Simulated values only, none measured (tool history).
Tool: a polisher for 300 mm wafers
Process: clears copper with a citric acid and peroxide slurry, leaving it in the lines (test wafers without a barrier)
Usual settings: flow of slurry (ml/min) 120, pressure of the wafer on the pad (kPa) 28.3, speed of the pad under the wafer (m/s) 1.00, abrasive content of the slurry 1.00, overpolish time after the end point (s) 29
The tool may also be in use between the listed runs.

run   hour  flow of slurry (ml/min)  pressure of the wafer on the pad (kPa)  speed of the pad under the wafer (m/s)  abrasive content of the slurry  overpolish time after the end point (s)  incoming thickness of the incoming film, nm  time until the end point was called (s)  dishing of a wide line in a test structure (angstrom)
  1    0.0                      120                                    28.3                                    0.86                            1.00                                       22                                        406.5                                    140.4                                                    378
  2   25.5                      120                                    28.3                                    1.00                            1.00                                       29                                        400.3                                    123.9                                                    509
  3   57.5                      120                                    28.3                                    1.00                            1.00                                       29                                        403.7                                    135.7                                                    493
  4   86.8                      120                                    28.3                                    1.00                            1.00                                       29                                        411.9                                    121.0                                                    528
  5  121.5                      120                                    28.3                                    1.00                            1.00                                       29                                        398.9                                    116.3                                                    531
  6  146.1                      120                                    28.3                                    1.00                            1.00                                       29                                        403.3                                    114.3                                                    557
  7  161.0                      120                                    28.3                                    1.00                            1.00                                       29                                        401.0                                    112.5                                                    549
  8  177.0                      120                                    28.3                                    1.00                            1.00                                       29                                        399.3                                    114.5                                                    532
  9  205.2                      120                                    28.3                                    1.00                            1.00                                       29                                        408.7                                    119.6                                                    505
 10  230.8                      120                                    28.3                                    0.86                            1.00                                       22                                        410.1                                    143.0                                                    379
 11  290.4                      120                                    28.3                                    1.00                            1.00                                       29                                        409.8                                    117.3                                                    560
 12  305.7                       95                                    28.3                                    1.24                            1.30                                       29                                        407.7                                     92.6                                                    619
 13  343.8                      120                                    28.3                                    1.00                            1.00                                       16                                        399.3                                    119.6                                                    329
 14  367.3                      120                                    28.3                                    1.00                            0.85                                       29                                        398.2                                    129.0                                                    504
 15  387.5                      110                                    28.3                                    1.00                            1.00                                       29                                        405.6                                    123.6                                                    503
 16  404.8                      120                                    28.3                                    1.00                            1.00                                       29                                        405.5                                    129.3                                                    520
 17  425.4                      120                                    28.3                                    1.00                            1.00                                       29                                        407.9                                    129.8                                                    491
 18  439.8                      120                                    28.3                                    1.00                            1.00                                       29                                        407.7                                    134.0                                                    497
 19  465.3                      145                                    28.3                                    1.00                            0.75                                       16                                        402.3                                    117.5                                                    339
 20  495.6                      120                                    18.6                                    1.00                            1.00                                       29                                        411.5                                    177.5                                                    385
 21  529.4                      120                                    28.3                                    1.00                            1.00                                       36                                        408.0                                    115.2                                                    648
 22  543.9                      100                                    21.4                                    1.00                            0.80                                       15                                        396.4                                    158.1                                                    236
 23  556.9                      145                                    19.3                                    1.00                            1.25                                       38                                        406.3                                    157.6                                                    531
 24  584.4                      120                                    28.3                                    1.00                            1.15                                       22                                        399.2                                    115.7                                                    452
 25  620.4                      120                                    28.3                                    1.10                            1.00                                       29                                        400.9                                    113.3                                                    533
 26  645.4                       85                                    28.3                                    0.82                            0.90                                       29                                        405.6                                    178.0                                                    383
 27  679.1                      120                                    35.9                                    1.00                            1.10                                       29                                        408.3                                     96.4                                                    656
 28  710.5                       95                                    28.3                                    1.22                            1.00                                       21                                        404.5                                    106.1                                                    441
 29  727.7                      120                                    28.3                                    0.68                            1.25                                       29                                        401.4                                    175.8                                                    404

Taken out of this log: 8 entries between the listed runs. Where each belongs, and how the hidden state differs across it:
Between runs 3 and 4: worn pad replaced by a new one (hour 86.3)
  removal rate lost through wear of the pad, %: 11.3 -> 0.599; abrasive missing from the slurry, %: 20.3 -> 25
  measured less the result without the state, time until the end point was called (s): +21.2 -> +8.0; dishing of a wide line in a test structure (angstrom): -66 -> -27
Between runs 5 and 6: slurry blender recalibrated (hour 144.9)
  removal rate lost through wear of the pad, %: 0.969 -> 1.67; abrasive missing from the slurry, %: 31.1 -> 1.71
  measured less the result without the state, time until the end point was called (s): +10.0 -> +2.3; dishing of a wide line in a test structure (angstrom): -36 -> -8
Between runs 10 and 11: slurry nozzle cleaned (hour 244.2); worn pad replaced by a new one (hour 280.4)
  removal rate lost through wear of the pad, %: 6.84 -> 2.19; abrasive missing from the slurry, %: 4.04 -> 8.41
  measured less the result without the state, time until the end point was called (s): +11.0 -> +4.7; dishing of a wide line in a test structure (angstrom): -25 -> -17
Between runs 12 and 13: head pressure recalibrated (hour 311.2)
  removal rate lost through wear of the pad, %: 2.35 -> 3.36; abrasive missing from the slurry, %: 9.9 -> 14.2
  measured less the result without the state, time until the end point was called (s): +4.3 -> +7.8; dishing of a wide line in a test structure (angstrom): -19 -> -19
Between runs 18 and 19: worn pad replaced by a new one (hour 461.2); slurry blender recalibrated (hour 464.8)
  removal rate lost through wear of the pad, %: 9.75 -> 1.23; abrasive missing from the slurry, %: 29.2 -> 0.228
  measured less the result without the state, time until the end point was called (s): +21.8 -> +1.5; dishing of a wide line in a test structure (angstrom): -71 -> -3
Between runs 26 and 27: worn pad replaced by a new one (hour 654.2)
  removal rate lost through wear of the pad, %: 11.4 -> 4.8; abrasive missing from the slurry, %: 10.6 -> 14.8
  measured less the result without the state, time until the end point was called (s): +24.0 -> +7.8; dishing of a wide line in a test structure (angstrom): -47 -> -39
